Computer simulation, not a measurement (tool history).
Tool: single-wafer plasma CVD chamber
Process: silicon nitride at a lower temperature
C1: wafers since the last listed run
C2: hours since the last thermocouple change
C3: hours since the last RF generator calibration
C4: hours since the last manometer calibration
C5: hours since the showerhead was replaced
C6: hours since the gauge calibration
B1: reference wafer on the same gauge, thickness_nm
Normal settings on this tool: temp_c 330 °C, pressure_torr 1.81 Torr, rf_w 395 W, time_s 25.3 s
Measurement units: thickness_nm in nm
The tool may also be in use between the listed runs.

run 1 hour=0.0 | temp_c=330 pressure_torr=1.81 rf_w=395 time_s=25.3 | C1=0 C2=2642.5 C3=720.4 C4=1112.8 C5=5598.6 C6=164.7 | B1=40.185 | thickness_nm=37.602
run 2 hour=21.9 | temp_c=330 pressure_torr=1.81 rf_w=395 time_s=25.3 | C1=864 C2=2664.4 C3=742.3 C4=1134.7 C5=5620.5 C6=186.6 | B1=40.207 | thickness_nm=37.329
run 3 hour=108.5 | temp_c=330 pressure_torr=2.03 rf_w=395 time_s=25.3 | C1=3418 C2=2751.0 C3=828.9 C4=1221.3 C5=5707.1 C6=273.2 | B1=40.200 | thickness_nm=38.962
-- hour=134.8 RF generator calibrated
run 4 hour=135.3 | temp_c=330 pressure_torr=2.03 rf_w=395 time_s=25.3 | C1=742 C2=2777.8 C3=0.5 C4=1248.1 C5=5733.9 C6=300.0 | B1=40.177 | thickness_nm=40.049
-- hour=155.7 showerhead replaced
run 5 hour=156.2 | temp_c=330 pressure_torr=1.81 rf_w=455 time_s=25.3 | C1=509 C2=2798.7 C3=21.4 C4=1269.0 C5=0.5 C6=320.9 | B1=40.219 | thickness_nm=40.322
run 6 hour=173.0 | temp_c=330 pressure_torr=1.81 rf_w=455 time_s=25.3 | C1=663 C2=2815.5 C3=38.2 C4=1285.8 C5=17.3 C6=337.7 | B1=40.215 | thickness_nm=40.100
run 7 hour=189.0 | temp_c=330 pressure_torr=1.81 rf_w=455 time_s=25.3 | C1=631 C2=2831.5 C3=54.2 C4=1301.8 C5=33.3 C6=353.7 | B1=40.149 | thickness_nm=40.195
run 8 hour=214.3 | temp_c=330 pressure_torr=1.81 rf_w=395 time_s=25.3 | C1=998 C2=2856.8 C3=79.5 C4=1327.1 C5=58.6 C6=379.0 | B1=40.205 | thickness_nm=38.293
-- hour=217.6 gauge calibrated
run 9 hour=234.0 | temp_c=330 pressure_torr=1.97 rf_w=395 time_s=25.3 | C1=777 C2=2876.5 C3=99.2 C4=1346.8 C5=78.3 C6=16.4 | B1=40.219 | thickness_nm=39.412
run 10 hour=264.0 | temp_c=341 pressure_torr=2.20 rf_w=355 time_s=22.7 | C1=1184 C2=2906.5 C3=129.2 C4=1376.8 C5=108.3 C6=46.4 | B1=40.233 | thickness_nm=35.133

Run 11 is up next; what results do you expect?
run 11 hour=293.6 | temp_c=335 pressure_torr=2.23 rf_w=440 time_s=25.3 | C1=1168 C2=2936.1 C3=158.8 C4=1406.4 C5=137.9 C6=76.0 | B1=? | thickness_nm=?

B1: 40.190
thickness_nm: 42.816 nm
Were there no unlogged condition in the tool, this run, its random variation unchanged, would have produced thickness_nm 43.060 nm.
